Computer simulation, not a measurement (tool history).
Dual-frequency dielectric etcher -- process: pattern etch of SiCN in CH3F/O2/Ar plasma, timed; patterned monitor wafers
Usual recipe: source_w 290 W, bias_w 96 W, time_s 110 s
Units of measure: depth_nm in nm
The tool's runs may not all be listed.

| run | hour | source_w | bias_w | time_s | read-back reference wafer on the same gauge, depth_nm | depth_nm |
|---|---|---|---|---|---|---|
| 1 | 0 | 290 | 96 | 110 | 36.3 | 38.91 |
| 2 | 98.7 | 290 | 96 | 93.5 | 36.29 | 32.95 |
| 3 | 141.4 | 290 | 96 | 93.5 | 36.28 | 32.89 |
| 4 | 183.7 | 290 | 96 | 93.5 | 36.31 | 32.87 |
| 5 | 228.9 | 290 | 96 | 110 | 36.29 | 38.73 |
| 6 | 336.6 | 290 | 96 | 110 | 36.29 | 38.88 |
| 7 | 410.4 | 290 | 96 | 110 | 36.28 | 38.78 |
| 8 | 652.3 | 290 | 96 | 127.5 | 36.3 | 44.82 |
| 9 | 757.4 | 290 | 96 | 127.5 | 36.3 | 44.49 |
| 10 | 858.4 | 290 | 96 | 110 | 36.27 | 37.9 |
| 11 | 934.1 | 290 | 96 | 110 | 36.26 | 37.62 |
| 12 | 971.1 | 290 | 96 | 110 | 36.29 | 37.76 |
| 13 | 1072 | 290 | 108 | 133.5 | 36.3 | 47.9 |
| 14 | 1148.8 | 290 | 108 | 133.5 | 36.32 | 47.66 |
| 15 | 1224.9 | 290 | 108 | 133.5 | 36.29 | 49.84 |
| 16 | 1288.3 | 240 | 96 | 110 | 36.3 | 37.01 |
| 17 | 1338 | 290 | 96 | 110 | 36.3 | 38.94 |
| 18 | 1444.1 | 220 | 96 | 134.5 | 36.3 | 43.64 |
| 19 | 1544.2 | 290 | 84 | 100 | 36.32 | 32.87 |
| 20 | 1659.5 | 250 | 81 | 110 | 36.3 | 34.66 |
| 21 | 1710.4 | 340 | 79 | 133 | 36.31 | 45.54 |
| 22 | 1800.3 | 290 | 96 | 110 | 36.28 | 38.76 |
| 23 | 1864.5 | 290 | 80 | 123 | 36.29 | 40.15 |
| 24 | 1970 | 320 | 96 | 110 | 36.32 | 39.35 |
| 25 | 2061 | 250 | 96 | 110 | 36.31 | 37.32 |
| 26 | 2167.6 | 290 | 96 | 110 | 36.3 | 38.9 |
| 27 | 2205.7 | 290 | 96 | 110 | 36.3 | 38.66 |
| 28 | 2269.4 | 290 | 96 | 110 | 36.29 | 38.89 |
| 29 | 2343.1 | 290 | 96 | 83.5 | 36.3 | 29.39 |
| 30 | 2397.7 | 290 | 96 | 110 | 36.3 | 38.32 |

Missing from the log above: 10 entries noted between runs. For each, name the pair of listed runs it sits between and say how the tool's hidden condition differs from the listed run just before to the listed run just after:
Runs 5 to 6: wet clean of the chamber (hour 336.1)
  etch rate over this chamber's usual, %: -1.43 -> -0.0585
  measured minus no-state result, depth_nm: -0.56 -> -0.02 nm
Runs 9 to 10: wet clean of the chamber (hour 840.5)
  etch rate over this chamber's usual, %: -1.62 -> -3.26
  measured minus no-state result, depth_nm: -0.73 -> -1.27 nm
Runs 10 to 11: gauge calibrated (hour 863.4)
  etch rate over this chamber's usual, %: -3.26 -> -3.54
  measured minus no-state result, depth_nm: -1.27 -> -1.39 nm
Runs 14 to 15: bias power generator calibrated (hour 1172.7); wet clean of the chamber, repeated, since the last time left the tool worse (hour 1198.1)
  etch rate over this chamber's usual, %: -4.34 -> 0.00607
  measured minus no-state result, depth_nm: -2.17 -> +0 nm
Runs 19 to 20: source power generator calibrated (hour 1564.4); wet clean of the chamber (hour 1649.8); upper electrode replaced (hour 1659)
  etch rate over this chamber's usual, %: -1.18 -> -0.374
  measured minus no-state result, depth_nm: -0.39 -> -0.13 nm
Runs 24 to 25: wet clean of the chamber (hour 2060.5)
  etch rate over this chamber's usual, %: -1.53 -> -0.249
  measured minus no-state result, depth_nm: -0.61 -> -0.1 nm
Runs 27 to 28: gauge calibrated (hour 2242.5)
  etch rate over this chamber's usual, %: -0.787 -> -1.02
  measured minus no-state result, depth_nm: -0.3 -> -0.4 nm
